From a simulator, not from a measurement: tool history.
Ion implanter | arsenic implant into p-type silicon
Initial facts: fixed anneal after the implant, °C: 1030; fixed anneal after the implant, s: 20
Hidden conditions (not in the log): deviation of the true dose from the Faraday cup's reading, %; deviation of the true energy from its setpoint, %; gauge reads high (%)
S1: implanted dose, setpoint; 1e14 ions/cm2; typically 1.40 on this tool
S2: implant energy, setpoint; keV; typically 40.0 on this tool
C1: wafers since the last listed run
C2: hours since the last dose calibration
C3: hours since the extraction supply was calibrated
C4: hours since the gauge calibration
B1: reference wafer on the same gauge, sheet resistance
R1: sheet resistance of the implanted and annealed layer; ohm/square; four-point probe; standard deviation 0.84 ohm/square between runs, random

run	hour	S1	S2	C1	C2	C3	C4	B1	R1
1	0.0	1.40	40.0	0	1746.7	4512.9	86.3	570.21	481.94
2	97.7	1.40	40.0	2073	1844.4	4610.6	184.0	570.04	482.30
3	131.4	1.40	40.0	715	1878.1	4644.3	217.7	569.82	482.58
# hour 147.0: Faraday cup replaced and dose calibrated
4	149.0	1.40	40.0	203	2.0	4661.9	235.3	570.42	501.95
5	175.8	1.40	40.0	568	28.8	4688.7	262.1	570.15	501.57
# hour 201.9: gauge calibrated
6	205.2	1.40	40.0	623	58.2	4718.1	3.3	569.44	499.78
# hour 220.4: extraction supply calibrated
7	226.0	1.40	40.0	271	79.0	5.6	24.1	569.63	500.13
8	245.0	1.40	40.0	403	98.0	24.6	43.1	569.89	500.19
9	271.1	1.02	46.5	553	124.1	50.7	69.2	570.15	599.51
10	294.6	1.02	44.5	498	147.6	74.2	92.7	569.63	605.30
11	327.6	1.40	40.0	700	180.6	107.2	125.7	569.93	495.10
12	351.8	1.03	30.0	513	204.8	131.4	149.9	569.89	645.20
13	375.1	1.40	46.5	494	228.1	154.7	173.2	570.07	481.49
14	398.3	1.05	32.5	492	251.3	177.9	196.4	570.06	624.74
15	429.9	1.06	53.5	670	282.9	209.5	228.0	569.91	564.90
16	451.9	1.19	47.0	466	304.9	231.5	250.0	570.25	537.45

Hidden state, per run?
deviation of the true energy from its setpoint, %: 0 at every run
gauge reads high (%): 0 at every run
H1: deviation of the true dose from the Faraday cup's reading, %
run	H1
1	5.45
2	5.5
3	5.51
4	-0.046
5	0.179
6	0.415
7	0.575
8	0.717
9	0.904
10	1.07
11	1.28
12	1.44
13	1.58
14	1.71
15	1.89
16	2

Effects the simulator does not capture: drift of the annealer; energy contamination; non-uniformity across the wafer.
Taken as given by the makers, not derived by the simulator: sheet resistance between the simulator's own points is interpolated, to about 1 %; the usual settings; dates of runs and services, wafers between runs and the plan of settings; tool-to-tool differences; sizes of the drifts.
